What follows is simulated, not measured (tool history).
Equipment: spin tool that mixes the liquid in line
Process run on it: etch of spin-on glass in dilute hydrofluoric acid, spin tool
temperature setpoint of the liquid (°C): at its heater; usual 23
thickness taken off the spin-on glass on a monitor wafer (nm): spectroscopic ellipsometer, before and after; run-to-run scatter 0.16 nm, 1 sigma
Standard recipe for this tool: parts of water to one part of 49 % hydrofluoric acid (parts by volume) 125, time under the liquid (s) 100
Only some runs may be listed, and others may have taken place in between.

| run | hour | temperature setpoint of the liquid (°C) | parts of water to one part of 49 % hydrofluoric acid (parts by volume) | time under the liquid (s) | read-back film thickness of the spin-on glass reference wafer, read on the same gauge (nm) | thickness taken off the spin-on glass on a monitor wafer (nm) |
|---|---|---|---|---|---|---|
| 1 | 0 | 23 | 125 | 100 | 80.02 | 16.28 |
| 2 | 143.1 | 23 | 125 | 100 | 80 | 15.91 |
| 3 | 283.9 | 23 | 125 | 100 | 79.99 | 16 |
|  | 289.5 | thermometer replaced |
| 4 | 373.9 | 23 | 170 | 100 | 80.02 | 10.75 |
| 5 | 431 | 23 | 170 | 100 | 80.03 | 10.8 |
| 6 | 533.6 | 23 | 170 | 100 | 80.01 | 10.67 |
| 7 | 571.2 | 23 | 125 | 100 | 80.02 | 15.46 |
| 8 | 643.6 | 23 | 100 | 100 | 80 | 19.74 |
|  | 695.6 | hydrofluoric acid flow meter replaced |
| 9 | 739 | 23 | 125 | 100 | 79.99 | 16.43 |
| 10 | 814.7 | 23 | 125 | 100 | 79.98 | 16.66 |
| 11 | 871.8 | 23 | 125 | 100 | 79.97 | 16.51 |
| 12 | 936 | 23 | 125 | 100 | 80.01 | 16.31 |
| 13 | 1007.7 | 23 | 125 | 100 | 80 | 16.21 |
| 14 | 1111.8 | 23 | 125 | 100 | 80 | 15.99 |
| 15 | 1213.9 | 23 | 125 | 135 | 80 | 21.66 |
| 16 | 1260 | 23 | 125 | 135 | 80 | 21.88 |
| 17 | 1343.4 | 25 | 125 | 80 | 79.99 | 13.7 |
|  | 1390.8 | gauge calibrated |
| 18 | 1392.6 | 23 | 125 | 100 | 80.03 | 15.87 |
|  | 1426 | thermometer replaced |
| 19 | 1488.4 | 25 | 165 | 130 | 80.01 | 15.67 |
| 20 | 1791 | 23 | 125 | 100 | 80.03 | 15.13 |
| 21 | 1830.7 | 21.5 | 70 | 55 | 80 | 15.03 |
|  | 1839.4 | hydrofluoric acid flow meter replaced |
| 22 | 1918 | 23 | 125 | 100 | 80.03 | 16.53 |
| 23 | 2186.1 | 27.5 | 70 | 155 | 79.98 | 57.32 |

What does the tool deliver on the next run?
| 24 | 2259.4 | 25 | 90 | 55 | ? | ? |

read-back film thickness of the spin-on glass reference wafer, read on the same gauge (nm): 80
thickness taken off the spin-on glass on a monitor wafer (nm): 13.63
Without the tool's hidden state the same run would have given thickness taken off the spin-on glass on a monitor wafer (nm) 14.12.
